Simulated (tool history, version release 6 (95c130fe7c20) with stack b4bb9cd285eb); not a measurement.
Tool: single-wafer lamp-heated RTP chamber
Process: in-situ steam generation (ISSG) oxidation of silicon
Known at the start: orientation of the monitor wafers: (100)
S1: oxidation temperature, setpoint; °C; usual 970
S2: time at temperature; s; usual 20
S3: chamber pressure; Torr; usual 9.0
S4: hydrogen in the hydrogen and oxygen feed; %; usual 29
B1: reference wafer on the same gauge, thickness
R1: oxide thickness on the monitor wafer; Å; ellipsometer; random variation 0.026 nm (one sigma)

run,day,S1,S2,S3,S4,B1,R1
1,0.000,970,20,9.0,29,5.127,51.62
2,2.542,970,20,9.0,29,5.124,51.78
3,12.275,970,20,9.0,29,5.127,53.21
# day 12.767: pyrometer window cleaned and pyrometer calibrated
4,24.538,970,20,9.0,29,5.139,52.57
5,27.104,970,20,9.0,29,5.131,53.07
6,28.617,970,20,9.0,32,5.129,54.22
# day 31.275: pyrometer window cleaned and pyrometer calibrated
7,31.338,970,20,9.0,32,5.127,53.56
# day 34.412: pressure gauge zeroed
8,34.508,970,20,9.0,29,5.125,51.82
9,38.233,970,20,9.0,29,5.128,52.72
10,40.300,970,20,9.0,29,5.136,53.20
11,43.071,970,20,9.0,29,5.126,52.88
12,44.638,970,20,8.1,29,5.129,53.50
13,46.525,970,20,8.1,29,5.127,54.34
14,49.246,955,28,9.7,32,5.126,59.08
# day 49.825: pyrometer window cleaned and pyrometer calibrated
15,53.162,956,22,9.0,29,5.135,51.54
16,55.754,970,14,8.6,25,5.127,43.62
17,57.858,970,15,10.0,29,5.121,45.35
# day 58.021: gauge calibrated
18,60.721,970,20,8.5,29,5.129,52.83
# day 62.708: hydrogen flow controller replaced
19,64.133,970,20,9.0,29,5.136,53.07
# day 65.371: pyrometer window cleaned and pyrometer calibrated
20,66.492,955,20,9.0,32,5.124,50.48
21,69.150,961,23,9.0,29,5.130,53.13
22,73.258,958,20,9.0,29,5.127,50.67
23,76.750,970,15,9.0,32,5.124,47.99
24,80.350,970,20,8.1,29,5.124,53.66
# day 81.088: pyrometer window cleaned and pyrometer calibrated
25,82.683,981,20,10.2,26,5.120,51.66
26,86.175,970,20,9.0,29,5.134,52.53

Measured less the same run without the tool's hidden state. The same run-to-run variation is in both; the gauge's scatter may not be:
The hidden state here: true wafer temperature minus pyrometer reading, K; true pressure minus gauge reading, Torr; deviation of the hydrogen flow from its setpoint, %; gauge reads high (%).
run,R1
1,+0.33
2,+0.59
3,+1.65
4,+1.40
5,+1.68
6,+1.89
7,+0.33
8,+0.64
9,+1.04
10,+1.27
11,+1.56
12,+1.74
13,+1.98
14,+2.51
15,+0.35
16,+0.47
17,+0.68
18,+1.17
19,+1.54
20,+0.29
21,+0.60
22,+0.93
23,+1.16
24,+1.82
25,+0.36
26,+0.70
